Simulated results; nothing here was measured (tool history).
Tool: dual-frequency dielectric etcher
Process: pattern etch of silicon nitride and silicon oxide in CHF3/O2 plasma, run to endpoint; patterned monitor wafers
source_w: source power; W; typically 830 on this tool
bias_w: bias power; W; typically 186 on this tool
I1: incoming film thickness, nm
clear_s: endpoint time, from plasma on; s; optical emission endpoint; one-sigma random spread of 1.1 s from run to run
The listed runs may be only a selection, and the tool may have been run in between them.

run 1 day=0.000 | source_w=830 bias_w=210 | I1=253.8 | clear_s=157.1
run 2 day=0.900 | source_w=830 bias_w=186 | I1=256.3 | clear_s=165.5
run 3 day=2.067 | source_w=830 bias_w=186 | I1=253.8 | clear_s=163.4
run 4 day=3.079 | source_w=830 bias_w=186 | I1=254.9 | clear_s=165.1
run 5 day=4.517 | source_w=830 bias_w=186 | I1=254.5 | clear_s=162.4
run 6 day=5.329 | source_w=830 bias_w=186 | I1=253.0 | clear_s=163.9
run 7 day=6.275 | source_w=830 bias_w=186 | I1=257.5 | clear_s=168.6
-- day=6.788 bias power generator calibrated
run 8 day=9.025 | source_w=830 bias_w=186 | I1=253.3 | clear_s=167.5
run 9 day=9.833 | source_w=690 bias_w=160 | I1=254.8 | clear_s=188.2
run 10 day=10.883 | source_w=830 bias_w=210 | I1=253.7 | clear_s=159.2
-- day=12.296 source power generator calibrated
-- day=12.304 upper electrode replaced
-- day=12.438 wet clean of the chamber
run 11 day=12.458 | source_w=680 bias_w=221 | I1=254.0 | clear_s=159.5
run 12 day=13.112 | source_w=700 bias_w=205 | I1=255.1 | clear_s=162.4
run 13 day=14.462 | source_w=680 bias_w=186 | I1=253.2 | clear_s=169.1
run 14 day=15.629 | source_w=710 bias_w=186 | I1=254.4 | clear_s=168.5

Alternative continuations, all from the tool just after run 14; predict every row:
run A day=15.650 | source_w=830 bias_w=186 | I1=253.8 | clear_s=?
run B day=15.650 | source_w=940 bias_w=186 | I1=253.8 | clear_s=?
run C day=15.650 | source_w=950 bias_w=186 | I1=253.8 | clear_s=?
run D day=15.650 | source_w=890 bias_w=173 | I1=253.8 | clear_s=?
run E day=15.650 | source_w=980 bias_w=204 | I1=253.8 | clear_s=?

run=A clear_s=158.1
run=B clear_s=151.0
run=C clear_s=150.4
run=D clear_s=158.2
run=E clear_s=143.8
Without the tool's hidden state the same runs would have given:
run=A clear_s=155.8
run=B clear_s=148.8
run=C clear_s=148.3
run=D clear_s=155.9
run=E clear_s=141.7
